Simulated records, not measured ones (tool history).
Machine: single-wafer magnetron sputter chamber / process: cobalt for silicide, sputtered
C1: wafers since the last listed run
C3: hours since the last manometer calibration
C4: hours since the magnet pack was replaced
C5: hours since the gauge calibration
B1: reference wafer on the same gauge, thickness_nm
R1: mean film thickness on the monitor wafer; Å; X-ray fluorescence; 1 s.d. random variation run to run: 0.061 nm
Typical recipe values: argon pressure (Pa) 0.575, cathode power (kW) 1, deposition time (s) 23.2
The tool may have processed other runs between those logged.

Run 1, hour 0: usual settings; C1 0; wafers on the sputter target 5202; C3 2004.2; C4 6547.6; C5 1954; B1 10.026. Result: R1 105.51 Å.
Run 2, hour 64: usual settings; C1 2343; wafers on the sputter target 7546; C3 2068.2; C4 6611.6; C5 2018; B1 10. Result: R1 105.5 Å.
Run 3, hour 167.2: usual settings but cathode power (kW) 1.1; C1 3779; wafers on the sputter target 11325; C3 2171.4; C4 6714.8; C5 2121.2; B1 9.995. Result: R1 115.49 Å.
Run 4, hour 261.8: usual settings but cathode power (kW) 1.1; C1 3464; wafers on the sputter target 14790; C3 2266; C4 6809.4; C5 2215.8; B1 9.993. Result: R1 114.12 Å.
Run 5, hour 358.9: usual settings but cathode power (kW) 1.1; C1 3556; wafers on the sputter target 18346; C3 2363.1; C4 6906.5; C5 2312.9; B1 9.998. Result: R1 114.02 Å.
Run 6, hour 442.1: usual settings; C1 3047; wafers on the sputter target 21393; C3 2446.3; C4 6989.7; C5 2396.1; B1 9.983. Result: R1 102.96 Å.
Run 7, hour 497.5: usual settings but deposition time (s) 20.8; C1 2028; wafers on the sputter target 23422; C3 2501.7; C4 7045.1; C5 2451.5; B1 10.004. Result: R1 92.72 Å.
At hour 508.9: sputter target and shields replaced.
Run 8, hour 560.5: usual settings but deposition time (s) 20.8; C1 2014; wafers on the sputter target 1889; C3 2564.7; C4 7108.1; C5 2514.5; B1 10.014. Result: R1 97.79 Å.
Run 9, hour 656.2: usual settings but deposition time (s) 20.8; C1 3504; wafers on the sputter target 5394; C3 2660.4; C4 7203.8; C5 2610.2; B1 9.983. Result: R1 95.91 Å.
Run 10, hour 745.8: usual settings; C1 3281; wafers on the sputter target 8675; C3 2750; C4 7293.4; C5 2699.8; B1 10.003. Result: R1 105.34 Å.
Run 11, hour 819.6: usual settings; C1 2702; wafers on the sputter target 11378; C3 2823.8; C4 7367.2; C5 2773.6; B1 10.005. Result: R1 103.89 Å.
Run 12, hour 858.1: usual settings but cathode power (kW) 0.95, deposition time (s) 19.7; C1 1410; wafers on the sputter target 12788; C3 2862.3; C4 7405.7; C5 2812.1; B1 10.001. Result: R1 83.25 Å.
At hour 960.1: capacitance manometer re-zeroed and calibrated.
Run 13, hour 960.6: usual settings but cathode power (kW) 0.95, deposition time (s) 19.7; C1 3460; wafers on the sputter target 16249; C3 0.5; C4 7508.2; C5 2914.6; B1 9.979. Result: R1 83.15 Å.
Run 14, hour 1052.3: usual settings but cathode power (kW) 0.8; C1 3358; wafers on the sputter target 19608; C3 92.2; C4 7599.9; C5 3006.3; B1 9.993. Result: R1 82.81 Å.
At hour 1157.1: sputter target and shields replaced.
Run 15, hour 1158.5: usual settings but argon pressure (Pa) 0.505, cathode power (kW) 0.75, deposition time (s) 24.8; C1 3596; wafers on the sputter target 50; C3 198.4; C4 7706.1; C5 3112.5; B1 10.014. Result: R1 90.76 Å.
Run 16, hour 1206.9: usual settings but argon pressure (Pa) 0.726, cathode power (kW) 0.9, deposition time (s) 20; C1 1772; wafers on the sputter target 1823; C3 246.8; C4 7754.5; C5 3160.9; B1 9.994. Result: R1 81.64 Å.
Run 17, hour 1244.2: usual settings but argon pressure (Pa) 0.49, cathode power (kW) 0.85, deposition time (s) 27.5; C1 1366; wafers on the sputter target 3189; C3 284.1; C4 7791.8; C5 3198.2; B1 10.004. Result: R1 112.16 Å.
At hour 1319.3: magnet pack replaced.
Run 18, hour 1324.4: usual settings but cathode power (kW) 1.1, deposition time (s) 26.5; C1 2644; wafers on the sputter target 5833; C3 364.3; C4 5.1; C5 3278.4; B1 9.969. Result: R1 133.7 Å.
At hour 1334.1: gauge calibrated.
Run 19, hour 1377.8: usual settings; C1 1955; wafers on the sputter target 7789; C3 417.7; C4 58.5; C5 43.7; B1 9.988. Result: R1 105.45 Å.
Run 20, hour 1415.6: usual settings but argon pressure (Pa) 0.726, cathode power (kW) 0.9, deposition time (s) 20; C1 1384; wafers on the sputter target 9173; C3 455.5; C4 96.3; C5 81.5; B1 9.98. Result: R1 79.11 Å.
Run 21, hour 1512.6: usual settings but argon pressure (Pa) 0.423, cathode power (kW) 0.8, deposition time (s) 25; C1 3552; wafers on the sputter target 12726; C3 552.5; C4 193.3; C5 178.5; B1 9.98. Result: R1 93.76 Å.
Run 22, hour 1603.4: usual settings but argon pressure (Pa) 0.678, cathode power (kW) 1.2, deposition time (s) 27.5; C1 3325; wafers on the sputter target 16051; C3 643.3; C4 284.1; C5 269.3; B1 9.976. Result: R1 144.82 Å.
Run 23, hour 1652: usual settings but argon pressure (Pa) 0.492, cathode power (kW) 0.9, deposition time (s) 26.8; C1 1779; wafers on the sputter target 17831; C3 691.9; C4 332.7; C5 317.9; B1 9.995. Result: R1 109.02 Å.
At hour 1690.4: sputter target and shields replaced.
Run 24, hour 1729.6: usual settings but argon pressure (Pa) 0.705, cathode power (kW) 1.2, deposition time (s) 24.5; C1 2549; wafers on the sputter target 1433; C3 769.5; C4 410.3; C5 395.5; B1 9.993. Result: R1 134.73 Å.
Run 25, hour 1829: usual settings but argon pressure (Pa) 0.765, cathode power (kW) 0.75, deposition time (s) 24.8; C1 3640; wafers on the sputter target 5074; C3 868.9; C4 509.7; C5 494.9; B1 10.017. Result: R1 82.12 Å.
Run 26, hour 1923: usual settings but argon pressure (Pa) 0.772, deposition time (s) 20.9; C1 3442; wafers on the sputter target 8516; C3 962.9; C4 603.7; C5 588.9; B1 9.992. Result: R1 90.72 Å.
Run 27, hour 2023.2: usual settings but argon pressure (Pa) 0.638, cathode power (kW) 0.9, deposition time (s) 26; C1 3669; wafers on the sputter target 12186; C3 1063.1; C4 703.9; C5 689.1; B1 10.011. Result: R1 103.85 Å.
Run 28, hour 2065.1: usual settings; C1 1534; wafers on the sputter target 13721; C3 1105; C4 745.8; C5 731; B1 9.998. Result: R1 103.62 Å.
Run 29, hour 2136.2: usual settings; C1 2603; wafers on the sputter target 16325; C3 1176.1; C4 816.9; C5 802.1; B1 10.019. Result: R1 103.3 Å.
Run 30, hour 2264.3: usual settings but argon pressure (Pa) 0.633; C1 4691; wafers on the sputter target 21016; C3 1304.2; C4 945; C5 930.2; B1 10.017. Result: R1 102.07 Å.
Run 31, hour 2304.4: usual settings but argon pressure (Pa) 0.651, cathode power (kW) 0.85, deposition time (s) 21.4; C1 1468; wafers on the sputter target 22485; C3 1344.3; C4 985.1; C5 970.3; B1 10. Result: R1 79.38 Å.
At hour 2327.8: sputter target and shields replaced.
Run 32, hour 2381.7: usual settings but argon pressure (Pa) 0.421, cathode power (kW) 1.15, deposition time (s) 27.1; C1 2538; wafers on the sputter target 1974; C3 1421.6; C4 1062.4; C5 1047.6; B1 10.011. Result: R1 153.02 Å.
Run 33, hour 2480.9: usual settings but deposition time (s) 20.2; C1 3633; wafers on the sputter target 5607; C3 1520.8; C4 1161.6; C5 1146.8; B1 9.983. Result: R1 92.99 Å.
Run 34, hour 2533.7: usual settings but cathode power (kW) 0.9; C1 1933; wafers on the sputter target 7541; C3 1573.6; C4 1214.4; C5 1199.6; B1 10.004. Result: R1 95.06 Å.

The tool's hidden state at each run:
true argon pressure above the setpoint (%): 0 at every run
gauge reads high (%): 0 at every run
H1: deposition rate above that of a new target (%)
run      H1
  1   -4.28
  2    -5.3
  3    -6.4
  4   -7.03
  5   -7.43
  6   -7.65
  7   -7.76
  8   -2.39
  9   -4.58
 10   -5.89
 11   -6.62
 12    -6.9
 13   -7.45
 14   -7.76
 15  -0.388
 16   -1.97
 17   -2.95
 18   -4.56
 19   -5.33
 20   -5.76
 21   -6.58
 22   -7.06
 23   -7.24
 24   -1.69
 25   -4.09
 26   -5.51
 27   -6.46
 28   -6.73
 29   -7.09
 30    -7.5
 31   -7.58
 32   -2.02
 33   -4.25
 34   -5.07

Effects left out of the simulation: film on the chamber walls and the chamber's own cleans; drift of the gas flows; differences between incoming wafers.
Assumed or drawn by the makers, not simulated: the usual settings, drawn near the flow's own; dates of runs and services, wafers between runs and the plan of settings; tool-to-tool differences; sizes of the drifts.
